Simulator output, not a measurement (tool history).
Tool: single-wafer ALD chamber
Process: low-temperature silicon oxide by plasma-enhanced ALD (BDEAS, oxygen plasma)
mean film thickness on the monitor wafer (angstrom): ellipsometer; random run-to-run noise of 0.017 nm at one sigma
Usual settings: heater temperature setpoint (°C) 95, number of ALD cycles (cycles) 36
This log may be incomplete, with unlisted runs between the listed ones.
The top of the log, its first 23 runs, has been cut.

run	hour	heater temperature setpoint (°C)	number of ALD cycles (cycles)	read-back reference wafer on the same gauge, thickness_nm	mean film thickness on the monitor wafer (angstrom)
24	549.0	106	36	4.823	47.90
25	569.2	91	39	4.822	54.66
26	605.0	104	42	4.822	56.64
27	650.6	95	31	4.824	42.70
28	672.1	95	36	4.829	49.66
29	689.5	95	36	4.820	49.98
30	721.2	84	36	4.821	51.58
31	734.3	91	41	4.820	57.44
32	748.5	95	36	4.831	49.76
33	761.1	87	30	4.825	42.55
34	784.4	95	36	4.820	50.28
# hour 826.3: thermocouple changed; heater temperature recalibrated
35	826.8	95	36	4.825	48.90
36	844.5	95	29	4.825	39.62
37	860.2	95	36	4.827	49.03
38	889.7	95	36	4.814	49.09
39	905.0	90	36	4.823	49.99
40	937.2	95	36	4.821	49.17
41	972.3	103	36	4.815	47.99
42	995.6	91	34	4.817	47.19
43	1007.8	99	41	4.814	55.39
44	1024.1	84	41	4.814	58.33
45	1057.7	81	40	4.821	57.22
46	1078.9	95	33	4.818	45.25

5 ways to go on from here, each from the tool as it stands after run 46. What would each give?
A	1079.4	95	42	?	?
B	1079.4	88	29	?	?
C	1079.4	81	39	?	?
D	1079.4	107	36	?	?
E	1079.4	81	36	?	?

run	read-back reference wafer on the same gauge, thickness_nm	mean film thickness on the monitor wafer (angstrom)
A	4.817	57.37
B	4.817	40.48
C	4.817	55.61
D	4.817	47.52
E	4.817	51.34
The same runs, with their run-to-run variation unchanged, on a tool lacking any hidden condition would have given:
run	mean film thickness on the monitor wafer (angstrom)
A	56.68
B	40.00
C	54.97
D	47.22
E	50.74
